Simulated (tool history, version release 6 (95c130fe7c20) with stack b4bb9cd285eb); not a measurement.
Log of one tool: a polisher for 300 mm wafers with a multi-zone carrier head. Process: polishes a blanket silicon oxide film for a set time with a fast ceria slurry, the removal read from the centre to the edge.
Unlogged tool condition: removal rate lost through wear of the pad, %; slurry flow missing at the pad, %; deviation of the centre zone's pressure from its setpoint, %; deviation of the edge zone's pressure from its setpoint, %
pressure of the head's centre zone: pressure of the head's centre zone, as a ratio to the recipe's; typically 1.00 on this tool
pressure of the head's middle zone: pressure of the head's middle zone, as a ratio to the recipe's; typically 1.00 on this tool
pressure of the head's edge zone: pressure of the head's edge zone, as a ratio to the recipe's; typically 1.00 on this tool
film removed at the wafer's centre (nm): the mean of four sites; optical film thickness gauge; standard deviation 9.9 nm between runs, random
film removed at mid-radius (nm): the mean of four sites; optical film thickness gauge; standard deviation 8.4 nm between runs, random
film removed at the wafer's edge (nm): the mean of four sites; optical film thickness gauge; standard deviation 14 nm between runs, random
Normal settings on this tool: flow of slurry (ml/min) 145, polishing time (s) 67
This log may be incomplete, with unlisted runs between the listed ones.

run	hour	flow of slurry (ml/min)	pressure of the head's centre zone	pressure of the head's middle zone	pressure of the head's edge zone	polishing time (s)	wafers since the last listed run	wafers polished on this pad	hours since the slurry nozzle was cleaned	hours since the centre zone pressure was calibrated	hours since the edge zone pressure was calibrated	hours since the carrier head's membrane was replaced	incoming thickness of the incoming film, nm	film removed at the wafer's centre (nm)	film removed at mid-radius (nm)	film removed at the wafer's edge (nm)
1	0.0	145	1.00	1.00	1.00	67	0	6056	145.6	28.9	503.7	1788.8	2892.6	882.0	923.6	923.4
2	26.2	145	1.00	1.00	1.00	67	280	6336	171.8	55.1	529.9	1815.0	2931.3	877.2	915.1	901.0
# hour 38.5: worn pad replaced by a new one
3	60.9	145	1.00	1.00	1.00	67	328	240	206.5	89.8	564.6	1849.7	2935.3	881.1	902.9	904.8
4	85.4	145	0.94	1.00	0.96	47	262	502	231.0	114.3	589.1	1874.2	2932.7	577.4	635.6	617.3
# hour 121.0: edge zone pressure recalibrated
# hour 128.6: carrier head's membrane replaced by a new one
5	132.6	145	1.00	1.00	0.93	45	430	932	278.2	161.5	11.6	4.0	2916.7	584.6	604.6	593.4
6	190.5	145	1.00	1.03	1.03	50	619	1552	336.1	219.4	69.5	61.9	2888.4	649.2	687.2	700.0
7	227.7	145	1.10	1.11	0.89	57	398	1950	373.3	256.6	106.7	99.1	2922.5	819.5	836.0	740.0
8	438.7	145	1.00	1.00	1.08	67	2258	4208	584.3	467.6	317.7	310.1	2946.8	871.7	885.6	941.7
# hour 456.3: slurry nozzle cleaned
9	465.2	145	1.00	1.00	1.00	67	272	4481	8.9	494.1	344.2	336.6	2860.5	890.0	927.2	911.7
10	511.2	145	1.00	1.00	1.00	67	492	4974	54.9	540.1	390.2	382.6	2949.9	897.2	929.5	923.0
# hour 521.2: worn pad replaced by a new one
11	558.1	175	1.04	1.00	0.95	67	459	395	101.8	587.0	437.1	429.5	2910.7	986.2	965.7	922.7
12	613.5	145	1.00	1.00	1.00	54	592	988	157.2	642.4	492.5	484.9	2886.6	706.0	736.2	748.8
13	680.5	145	1.00	1.00	1.00	67	717	1705	224.2	709.4	559.5	551.9	2916.4	870.2	906.7	927.6
# hour 685.1: edge zone pressure recalibrated
14	742.8	145	1.00	1.00	1.00	79	645	2350	286.5	771.7	57.7	614.2	2935.9	1041.5	1083.2	1066.6
15	811.2	110	1.10	1.03	1.00	44	732	3082	354.9	840.1	126.1	682.6	2935.4	579.5	558.4	560.1
16	861.9	195	1.04	1.00	1.05	67	542	3625	405.6	890.8	176.8	733.3	2883.1	990.4	956.1	954.3
17	894.6	185	1.00	1.00	1.00	85	349	3975	438.3	923.5	209.5	766.0	2889.5	1159.9	1221.5	1220.0
# hour 932.2: slurry nozzle cleaned
18	937.4	145	1.00	0.89	0.95	67	447	4422	5.2	966.3	252.3	808.8	2943.3	918.4	844.5	925.9
19	975.1	145	1.00	1.00	1.00	67	403	4826	42.9	1004.0	290.0	846.5	2913.9	898.8	929.5	907.1
# hour 1071.8: worn pad replaced by a new one
20	1111.9	145	0.88	1.00	1.00	67	1421	428	179.7	1140.8	426.8	983.3	2851.6	773.4	908.4	912.3
21	1149.4	120	1.07	1.00	0.96	67	401	830	217.2	1178.3	464.3	1020.8	2896.8	874.0	858.9	883.2
22	1218.8	145	0.90	1.00	1.07	84	742	1573	286.6	1247.7	533.7	1090.2	2887.7	996.5	1137.9	1165.0

Alternative continuations, all from the tool just after run 22; predict every row:
A	1219.2	115	1.00	1.00	1.00	67	4	1577	287.0	1248.1	534.1	1090.6	2926.2	?	?	?
B	1219.2	145	0.90	1.00	1.00	67	4	1577	287.0	1248.1	534.1	1090.6	2926.2	?	?	?
C	1219.2	145	0.91	1.05	1.00	67	4	1577	287.0	1248.1	534.1	1090.6	2926.2	?	?	?
D	1219.2	125	1.00	0.89	0.88	67	4	1577	287.0	1248.1	534.1	1090.6	2926.2	?	?	?

run	film removed at the wafer's centre (nm)	film removed at mid-radius (nm)	film removed at the wafer's edge (nm)
A	805.5	839.9	861.5
B	783.0	899.1	902.4
C	792.1	937.0	901.8
D	829.9	782.5	827.3
With the hidden condition removed and each run's random variation left untouched, the same runs would have given:
run	film removed at the wafer's centre (nm)	film removed at mid-radius (nm)	film removed at the wafer's edge (nm)
A	849.9	879.8	889.2
B	816.1	932.4	925.9
C	825.6	971.7	925.3
D	871.4	816.4	852.0
